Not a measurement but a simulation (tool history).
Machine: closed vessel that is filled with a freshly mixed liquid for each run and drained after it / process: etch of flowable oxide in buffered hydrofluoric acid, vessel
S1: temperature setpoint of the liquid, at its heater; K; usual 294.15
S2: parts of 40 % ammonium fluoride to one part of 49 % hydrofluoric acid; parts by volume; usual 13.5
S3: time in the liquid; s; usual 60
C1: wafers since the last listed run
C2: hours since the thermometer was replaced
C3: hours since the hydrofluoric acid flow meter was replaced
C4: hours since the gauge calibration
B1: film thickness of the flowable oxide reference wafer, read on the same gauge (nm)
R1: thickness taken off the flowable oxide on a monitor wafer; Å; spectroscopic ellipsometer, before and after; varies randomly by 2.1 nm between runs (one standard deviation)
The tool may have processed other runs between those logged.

Run 1, hour 0: usual settings; C1 0; C2 806.6; C3 1344.5; C4 511.1; B1 39.98. Result: R1 2520.5 Å.
Run 2, hour 82.8: usual settings but S1 291.65 K, S3 75 s; C1 11294; C2 889.4; C3 1427.3; C4 593.9; B1 40.02. Result: R1 2753.8 Å.
Run 3, hour 173: usual settings; C1 12303; C2 979.6; C3 1517.5; C4 684.1; B1 39.98. Result: R1 2556.9 Å.
Run 4, hour 257: usual settings; C1 11458; C2 1063.6; C3 1601.5; C4 768.1; B1 40. Result: R1 2526.6 Å.
Run 5, hour 345.3: usual settings; C1 12044; C2 1151.9; C3 1689.8; C4 856.4; B1 40.02. Result: R1 2577.5 Å.
Run 6, hour 382.6: usual settings; C1 5087; C2 1189.2; C3 1727.1; C4 893.7; B1 40. Result: R1 2648.9 Å.
Run 7, hour 445.7: usual settings; C1 8607; C2 1252.3; C3 1790.2; C4 956.8; B1 39.96. Result: R1 2626.9 Å.
Run 8, hour 526.4: usual settings; C1 11007; C2 1333; C3 1870.9; C4 1037.5; B1 39.99. Result: R1 2610.2 Å.
Run 9, hour 634: usual settings; C1 14677; C2 1440.6; C3 1978.5; C4 1145.1; B1 40. Result: R1 2603.1 Å.
Run 10, hour 692.4: usual settings but S3 80 s; C1 7966; C2 1499; C3 2036.9; C4 1203.5; B1 39.99. Result: R1 3605 Å.
At hour 772.8: hydrofluoric acid flow meter replaced.
Run 11, hour 775.6: usual settings; C1 11212; C2 1582.2; C3 2.8; C4 1286.7; B1 39.98. Result: R1 2493.3 Å.
Run 12, hour 858.7: usual settings; C1 11335; C2 1665.3; C3 85.9; C4 1369.8; B1 39.98. Result: R1 2483.9 Å.
Run 13, hour 898.4: usual settings but S2 18 parts by volume, S3 70 s; C1 5415; C2 1705; C3 125.6; C4 1409.5; B1 39.99. Result: R1 2192.1 Å.
Run 14, hour 943.6: usual settings; C1 6165; C2 1750.2; C3 170.8; C4 1454.7; B1 39.98. Result: R1 2506.8 Å.
Run 15, hour 1044.3: usual settings but S1 292.15 K, S2 16 parts by volume, S3 40 s; C1 13736; C2 1850.9; C3 271.5; C4 1555.4; B1 39.99. Result: R1 1257.6 Å.
Run 16, hour 1118.2: usual settings; C1 10080; C2 1924.8; C3 345.4; C4 1629.3; B1 40.02. Result: R1 2490 Å.
Run 17, hour 1176.9: usual settings but S3 80 s; C1 8007; C2 1983.5; C3 404.1; C4 1688; B1 39.96. Result: R1 3355.3 Å.
Run 18, hour 1250.1: usual settings but S1 291.65 K, S2 15 parts by volume; C1 9984; C2 2056.7; C3 477.3; C4 1761.2; B1 40. Result: R1 2022.6 Å.
At hour 1305.4: thermometer replaced.
Run 19, hour 1313.9: usual settings but S2 17 parts by volume; C1 8566; C2 8.5; C3 541.1; C4 1825; B1 39.99. Result: R1 1935.4 Å.
Run 20, hour 1359.5: usual settings but S1 290.15 K, S2 18.5 parts by volume; C1 6220; C2 54.1; C3 586.7; C4 1870.6; B1 40.02. Result: R1 1395.5 Å.
At hour 1360.4: gauge calibrated.
Run 21, hour 1586.3: usual settings but S1 290.15 K, S3 70 s; C1 30936; C2 280.9; C3 813.5; C4 225.9; B1 40. Result: R1 2289.1 Å.
Run 22, hour 1694.1: usual settings but S2 9.5 parts by volume; C1 14704; C2 388.7; C3 921.3; C4 333.7; B1 39.99. Result: R1 3413.9 Å.
Run 23, hour 1765.9: usual settings but S1 297.15 K; C1 9793; C2 460.5; C3 993.1; C4 405.5; B1 40.04. Result: R1 2908 Å.
Run 24, hour 1807.2: usual settings; C1 5633; C2 501.8; C3 1034.4; C4 446.8; B1 39.96. Result: R1 2462.4 Å.
Run 25, hour 1892: usual settings but S1 292.65 K, S2 16 parts by volume, S3 30 s; C1 11567; C2 586.6; C3 1119.2; C4 531.6; B1 40.02. Result: R1 967.8 Å.

Table of differences, measured result less the result of that run with no hidden state. Run-to-run variation is the same in both. Gauge scatter possibly is not:
The hidden state here: liquid hotter than its thermometer reads (K); hydrofluoric acid flow above the setpoint (%); gauge reads high (%).
run      R1
  1  +205.8
  2  +242.5
  3  +239.3
  4  +249.8
  5  +270.1
  6  +283.5
  7  +291.6
  8  +303.1
  9    +320
 10  +456.7
 11    +148
 12  +162.6
 13  +149.3
 14  +178.5
 15   +99.8
 16  +207.9
 17  +292.3
 18  +188.9
 19   +54.1
 20     +44
 21  +109.6
 22  +142.7
 23  +172.5
 24  +154.4
 25   +66.5
